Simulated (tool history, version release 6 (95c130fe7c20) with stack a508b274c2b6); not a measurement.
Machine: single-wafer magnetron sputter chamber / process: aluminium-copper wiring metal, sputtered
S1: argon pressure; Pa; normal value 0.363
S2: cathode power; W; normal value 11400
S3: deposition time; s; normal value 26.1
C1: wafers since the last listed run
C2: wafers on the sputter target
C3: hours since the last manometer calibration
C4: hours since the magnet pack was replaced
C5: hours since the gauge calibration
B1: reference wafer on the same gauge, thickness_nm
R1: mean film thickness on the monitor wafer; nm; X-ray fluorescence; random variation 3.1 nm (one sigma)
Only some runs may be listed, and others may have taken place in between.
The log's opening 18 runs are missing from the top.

| run | day | S1 | S2 | S3 | C1 | C2 | C3 | C4 | C5 | B1 | R1 |
|---|---|---|---|---|---|---|---|---|---|---|---|
| 19 | 11.788 | 0.501 | 12850 | 31.1 | 413 | 5127 | 1191.2 | 148.6 | 55.5 | 506.763 | 674.039 |
| 20 | 12.229 | 0.363 | 11400 | 26.1 | 356 | 5484 | 1201.8 | 159.2 | 66.1 | 506.146 | 526.155 |
| 21 | 12.879 | 0.363 | 11400 | 26.1 | 524 | 6008 | 1217.4 | 174.8 | 81.7 | 507.150 | 519.248 |
| 22 | 13.162 | 0.245 | 11400 | 26.1 | 228 | 6237 | 1224.2 | 181.6 | 88.5 | 506.925 | 535.414 |
| 23 | 13.412 | 0.363 | 11400 | 27.6 | 201 | 6439 | 1230.2 | 187.6 | 94.5 | 507.099 | 545.695 |
|  | 14.200 | sputter target and shields replaced |
|  | 14.279 | capacitance manometer re-zeroed and calibrated |
| 24 | 14.300 | 0.363 | 9050 | 26.1 | 384 | 17 | 0.5 | 208.9 | 115.8 | 506.146 | 428.188 |
| 25 | 14.562 | 0.363 | 9950 | 26.1 | 211 | 229 | 6.8 | 215.2 | 122.1 | 506.411 | 471.169 |
| 26 | 15.275 | 0.423 | 11400 | 24.2 | 575 | 804 | 23.9 | 232.3 | 139.2 | 507.328 | 491.709 |
| 27 | 15.550 | 0.430 | 14000 | 29.9 | 222 | 1026 | 30.5 | 238.9 | 145.8 | 506.528 | 738.872 |
| 28 | 16.233 | 0.363 | 11400 | 22.9 | 551 | 1578 | 46.9 | 255.3 | 162.2 | 506.151 | 470.084 |
| 29 | 16.508 | 0.363 | 11400 | 26.1 | 222 | 1800 | 53.5 | 261.9 | 168.8 | 506.352 | 536.388 |
| 30 | 16.996 | 0.363 | 12400 | 26.1 | 393 | 2194 | 65.2 | 273.6 | 180.5 | 507.684 | 573.460 |
| 31 | 17.250 | 0.363 | 11400 | 26.1 | 205 | 2399 | 71.3 | 279.7 | 186.6 | 506.872 | 538.439 |
| 32 | 17.979 | 0.363 | 11400 | 26.1 | 588 | 2988 | 88.8 | 297.2 | 204.1 | 506.560 | 534.722 |
| 33 | 18.362 | 0.464 | 11400 | 26.1 | 309 | 3297 | 98.0 | 306.4 | 213.3 | 507.250 | 521.410 |

Alternative continuations, all from the tool just after run 33; predict every row:
| A | 18.379 | 0.268 | 11400 | 26.1 | 13 | 3311 | 98.4 | 306.8 | 213.7 | ? | ? |
| B | 18.379 | 0.363 | 11400 | 29.3 | 13 | 3311 | 98.4 | 306.8 | 213.7 | ? | ? |
| C | 18.379 | 0.363 | 9900 | 26.1 | 13 | 3311 | 98.4 | 306.8 | 213.7 | ? | ? |
| D | 18.379 | 0.434 | 10250 | 24.3 | 13 | 3311 | 98.4 | 306.8 | 213.7 | ? | ? |

| run | B1 | R1 |
|---|---|---|
| A | 506.377 | 550.839 |
| B | 506.377 | 601.102 |
| C | 506.377 | 464.998 |
| D | 506.377 | 438.930 |
Without the tool's unlogged condition, the same runs would have read:
| run | R1 |
|---|---|
| A | 562.286 |
| B | 613.593 |
| C | 474.661 |
| D | 448.052 |

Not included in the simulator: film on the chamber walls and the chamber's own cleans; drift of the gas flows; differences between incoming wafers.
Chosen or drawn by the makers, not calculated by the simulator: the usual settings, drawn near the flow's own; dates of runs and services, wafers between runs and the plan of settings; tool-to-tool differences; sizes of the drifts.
